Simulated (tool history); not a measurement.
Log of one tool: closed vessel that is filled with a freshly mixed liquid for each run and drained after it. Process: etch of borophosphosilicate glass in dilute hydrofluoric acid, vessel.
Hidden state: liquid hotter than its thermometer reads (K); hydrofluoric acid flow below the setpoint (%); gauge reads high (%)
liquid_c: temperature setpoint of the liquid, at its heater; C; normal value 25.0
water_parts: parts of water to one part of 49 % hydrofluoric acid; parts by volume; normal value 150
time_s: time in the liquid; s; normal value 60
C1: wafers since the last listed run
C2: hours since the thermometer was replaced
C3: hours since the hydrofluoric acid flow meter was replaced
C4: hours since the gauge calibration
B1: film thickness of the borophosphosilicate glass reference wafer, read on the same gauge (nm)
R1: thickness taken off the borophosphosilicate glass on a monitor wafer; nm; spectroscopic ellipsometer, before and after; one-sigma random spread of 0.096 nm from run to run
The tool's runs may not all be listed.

run 1 day=0.000 | liquid_c=25.0 water_parts=150 time_s=60 | C1=0 C2=254.4 C3=476.4 C4=237.2 | B1=148.07 | R1=19.10
-- day=0.042 hydrofluoric acid flow meter replaced
run 2 day=1.496 | liquid_c=25.0 water_parts=150 time_s=60 | C1=4294 C2=290.3 C3=34.9 C4=273.1 | B1=147.84 | R1=19.12
run 3 day=4.342 | liquid_c=25.0 water_parts=125 time_s=35 | C1=8394 C2=358.6 C3=103.2 C4=341.4 | B1=147.51 | R1=13.87
run 4 day=6.725 | liquid_c=27.0 water_parts=150 time_s=60 | C1=7029 C2=415.8 C3=160.4 C4=398.6 | B1=147.11 | R1=20.54
run 5 day=9.646 | liquid_c=27.0 water_parts=150 time_s=60 | C1=8615 C2=485.9 C3=230.5 C4=468.7 | B1=146.73 | R1=20.55
run 6 day=11.100 | liquid_c=27.0 water_parts=150 time_s=60 | C1=4289 C2=520.8 C3=265.4 C4=503.6 | B1=146.50 | R1=20.57
run 7 day=13.708 | liquid_c=25.0 water_parts=150 time_s=60 | C1=7693 C2=583.4 C3=328.0 C4=566.2 | B1=146.16 | R1=19.01
run 8 day=15.821 | liquid_c=25.0 water_parts=150 time_s=60 | C1=6231 C2=634.1 C3=378.7 C4=616.9 | B1=145.82 | R1=18.86
-- day=18.179 thermometer replaced
run 9 day=18.446 | liquid_c=27.0 water_parts=150 time_s=60 | C1=7619 C2=6.4 C3=441.7 C4=679.9 | B1=145.45 | R1=20.24
run 10 day=19.562 | liquid_c=22.0 water_parts=150 time_s=60 | C1=3293 C2=33.2 C3=468.5 C4=706.7 | B1=145.27 | R1=16.71
-- day=20.479 hydrofluoric acid flow meter replaced
run 11 day=21.367 | liquid_c=27.5 water_parts=100 time_s=60 | C1=5198 C2=76.5 C3=21.3 C4=750.0 | B1=144.97 | R1=33.18
run 12 day=23.750 | liquid_c=26.5 water_parts=80 time_s=90 | C1=7029 C2=133.7 C3=78.5 C4=807.2 | B1=144.65 | R1=61.48
-- day=24.596 gauge calibrated
run 13 day=25.533 | liquid_c=25.0 water_parts=150 time_s=35 | C1=5260 C2=176.5 C3=121.3 C4=22.5 | B1=149.46 | R1=11.28
run 14 day=27.617 | liquid_c=22.0 water_parts=115 time_s=60 | C1=6145 C2=226.5 C3=171.3 C4=72.5 | B1=149.11 | R1=23.26
run 15 day=29.275 | liquid_c=22.0 water_parts=185 time_s=30 | C1=4891 C2=266.3 C3=211.1 C4=112.3 | B1=148.88 | R1=6.75
run 16 day=32.142 | liquid_c=27.0 water_parts=150 time_s=60 | C1=8455 C2=335.1 C3=279.9 C4=181.1 | B1=148.54 | R1=20.76

3 ways to go on from here, each from the tool as it stands after run 16. What would each give?
run A day=32.171 | liquid_c=29.5 water_parts=150 time_s=60 | C1=86 C2=335.8 C3=280.6 C4=181.8 | B1=? | R1=?
run B day=32.171 | liquid_c=28.0 water_parts=150 time_s=50 | C1=86 C2=335.8 C3=280.6 C4=181.8 | B1=? | R1=?
run C day=32.171 | liquid_c=25.0 water_parts=100 time_s=60 | C1=86 C2=335.8 C3=280.6 C4=181.8 | B1=? | R1=?

run=A B1=148.52 R1=22.84
run=B B1=148.52 R1=18.02
run=C B1=148.52 R1=30.82
Without the tool's unlogged condition, the same runs would have read:
run=A R1=23.07
run=B R1=18.21
run=C R1=31.14
